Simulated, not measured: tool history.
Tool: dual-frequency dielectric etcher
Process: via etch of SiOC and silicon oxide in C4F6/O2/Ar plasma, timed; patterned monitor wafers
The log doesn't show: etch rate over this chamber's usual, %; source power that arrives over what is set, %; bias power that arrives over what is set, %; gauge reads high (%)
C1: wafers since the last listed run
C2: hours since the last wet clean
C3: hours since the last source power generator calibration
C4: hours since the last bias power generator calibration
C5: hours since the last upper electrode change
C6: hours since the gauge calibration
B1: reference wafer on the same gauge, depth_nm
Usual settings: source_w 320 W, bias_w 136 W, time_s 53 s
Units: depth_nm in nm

run 1 hour=0 | source_w=320 bias_w=128 time_s=53 | C1=0 C2=62.5 C3=1404.3 C4=2506.1 C5=5672.6 C6=417.5 | B1=54.2 | depth_nm=46.8
run 2 hour=11.9 | source_w=320 bias_w=128 time_s=53 | C1=180 C2=74.4 C3=1416.2 C4=2518 C5=5684.5 C6=429.4 | B1=54.2 | depth_nm=46.7
run 3 hour=21.3 | source_w=320 bias_w=136 time_s=63.5 | C1=142 C2=83.8 C3=1425.6 C4=2527.4 C5=5693.9 C6=438.8 | B1=54.2 | depth_nm=56.7
run 4 hour=39 | source_w=320 bias_w=136 time_s=63.5 | C1=268 C2=101.5 C3=1443.3 C4=2545.1 C5=5711.6 C6=456.5 | B1=54.2 | depth_nm=56.9
run 5 hour=53.3 | source_w=320 bias_w=136 time_s=63.5 | C1=216 C2=115.8 C3=1457.6 C4=2559.4 C5=5725.9 C6=470.8 | B1=54.2 | depth_nm=56.8
-- hour=58.8 gauge calibrated
run 6 hour=71 | source_w=320 bias_w=136 time_s=53 | C1=268 C2=133.5 C3=1475.3 C4=2577.1 C5=5743.6 C6=12.2 | B1=54.1 | depth_nm=47.2
run 7 hour=84.5 | source_w=320 bias_w=136 time_s=53 | C1=204 C2=147 C3=1488.8 C4=2590.6 C5=5757.1 C6=25.7 | B1=54.2 | depth_nm=47.1
run 8 hour=95.5 | source_w=320 bias_w=136 time_s=53 | C1=166 C2=158 C3=1499.8 C4=2601.6 C5=5768.1 C6=36.7 | B1=54.2 | depth_nm=47.3
run 9 hour=111 | source_w=380 bias_w=136 time_s=53 | C1=235 C2=173.5 C3=1515.3 C4=2617.1 C5=5783.6 C6=52.2 | B1=54.2 | depth_nm=50.7
run 10 hour=121.1 | source_w=320 bias_w=136 time_s=53 | C1=153 C2=183.6 C3=1525.4 C4=2627.2 C5=5793.7 C6=62.3 | B1=54.2 | depth_nm=47.4
run 11 hour=153.1 | source_w=320 bias_w=136 time_s=53 | C1=485 C2=215.6 C3=1557.4 C4=2659.2 C5=5825.7 C6=94.3 | B1=54.2 | depth_nm=47.1
-- hour=179.4 upper electrode replaced
run 12 hour=179.9 | source_w=320 bias_w=136 time_s=53 | C1=42 C2=242.4 C3=1584.2 C4=2686 C5=0.5 C6=121.1 | B1=54.2 | depth_nm=47.3
run 13 hour=180.2 | source_w=350 bias_w=108 time_s=37.5 | C1=4 C2=242.7 C3=1584.5 C4=2686.3 C5=0.8 C6=121.4 | B1=54.2 | depth_nm=32.4
run 14 hour=189.9 | source_w=320 bias_w=136 time_s=58 | C1=147 C2=252.4 C3=1594.2 C4=2696 C5=10.5 C6=131.1 | B1=54.2 | depth_nm=51.6
run 15 hour=204 | source_w=320 bias_w=104 time_s=43.5 | C1=213 C2=266.5 C3=1608.3 C4=2710.1 C5=24.6 C6=145.2 | B1=54.2 | depth_nm=36.2
run 16 hour=220.8 | source_w=300 bias_w=136 time_s=53 | C1=254 C2=283.3 C3=1625.1 C4=2726.9 C5=41.4 C6=162 | B1=54.2 | depth_nm=45.7
run 17 hour=227.4 | source_w=340 bias_w=163 time_s=39 | C1=100 C2=289.9 C3=1631.7 C4=2733.5 C5=48 C6=168.6 | B1=54.2 | depth_nm=37.4
run 18 hour=241.5 | source_w=280 bias_w=136 time_s=45.5 | C1=213 C2=304 C3=1645.8 C4=2747.6 C5=62.1 C6=182.7 | B1=54.2 | depth_nm=38.4
run 19 hour=259.1 | source_w=320 bias_w=136 time_s=60 | C1=266 C2=321.6 C3=1663.4 C4=2765.2 C5=79.7 C6=200.3 | B1=54.2 | depth_nm=53.3
-- hour=272.8 source power generator calibrated
-- hour=275.6 bias power generator calibrated
-- hour=285.5 wet clean of the chamber
run 20 hour=286 | source_w=320 bias_w=136 time_s=53 | C1=154 C2=0.5 C3=13.2 C4=10.4 C5=106.6 C6=227.2 | B1=54.2 | depth_nm=47.9
run 21 hour=286.8 | source_w=320 bias_w=161 time_s=53 | C1=12 C2=1.3 C3=14 C4=11.2 C5=107.4 C6=228 | B1=54.2 | depth_nm=50.2
run 22 hour=300.4 | source_w=320 bias_w=126 time_s=53 | C1=206 C2=14.9 C3=27.6 C4=24.8 C5=121 C6=241.6 | B1=54.2 | depth_nm=47
run 23 hour=313.2 | source_w=320 bias_w=128 time_s=53 | C1=194 C2=27.7 C3=40.4 C4=37.6 C5=133.8 C6=254.4 | B1=54.2 | depth_nm=47.2
run 24 hour=328.5 | source_w=320 bias_w=120 time_s=63 | C1=232 C2=43 C3=55.7 C4=52.9 C5=149.1 C6=269.7 | B1=54.2 | depth_nm=55.2
run 25 hour=362.8 | source_w=320 bias_w=136 time_s=53 | C1=520 C2=77.3 C3=90 C4=87.2 C5=183.4 C6=304 | B1=54.2 | depth_nm=47.9
run 26 hour=376.9 | source_w=320 bias_w=136 time_s=53 | C1=213 C2=91.4 C3=104.1 C4=101.3 C5=197.5 C6=318.1 | B1=54.2 | depth_nm=47.9
run 27 hour=383 | source_w=260 bias_w=168 time_s=65 | C1=92 C2=97.5 C3=110.2 C4=107.4 C5=203.6 C6=324.2 | B1=54.1 | depth_nm=57.4
run 28 hour=395.7 | source_w=320 bias_w=159 time_s=39 | C1=192 C2=110.2 C3=122.9 C4=120.1 C5=216.3 C6=336.9 | B1=54.2 | depth_nm=36.8
run 29 hour=412 | source_w=320 bias_w=149 time_s=65 | C1=247 C2=126.5 C3=139.2 C4=136.4 C5=232.6 C6=353.2 | B1=54.3 | depth_nm=60.1

5 ways to go on from here, each from the tool as it stands after run 29. What would each give?
run A hour=412.4 | source_w=320 bias_w=136 time_s=65 | C1=6 C2=126.9 C3=139.6 C4=136.8 C5=233 C6=353.6 | B1=? | depth_nm=?
run B hour=412.4 | source_w=390 bias_w=119 time_s=47 | C1=6 C2=126.9 C3=139.6 C4=136.8 C5=233 C6=353.6 | B1=? | depth_nm=?
run C hour=412.4 | source_w=390 bias_w=149 time_s=53 | C1=6 C2=126.9 C3=139.6 C4=136.8 C5=233 C6=353.6 | B1=? | depth_nm=?
run D hour=412.4 | source_w=370 bias_w=103 time_s=40 | C1=6 C2=126.9 C3=139.6 C4=136.8 C5=233 C6=353.6 | B1=? | depth_nm=?
run E hour=412.4 | source_w=260 bias_w=136 time_s=40.5 | C1=6 C2=126.9 C3=139.6 C4=136.8 C5=233 C6=353.6 | B1=? | depth_nm=?

run=A B1=54.2 depth_nm=58.7
run=B B1=54.2 depth_nm=44.3
run=C B1=54.2 depth_nm=53
run=D B1=54.2 depth_nm=35.7
run=E B1=54.2 depth_nm=33.7
Without the tool's hidden state the same runs would have given:
run=A depth_nm=59
run=B depth_nm=44.5
run=C depth_nm=53.2
run=D depth_nm=35.8
run=E depth_nm=33.9
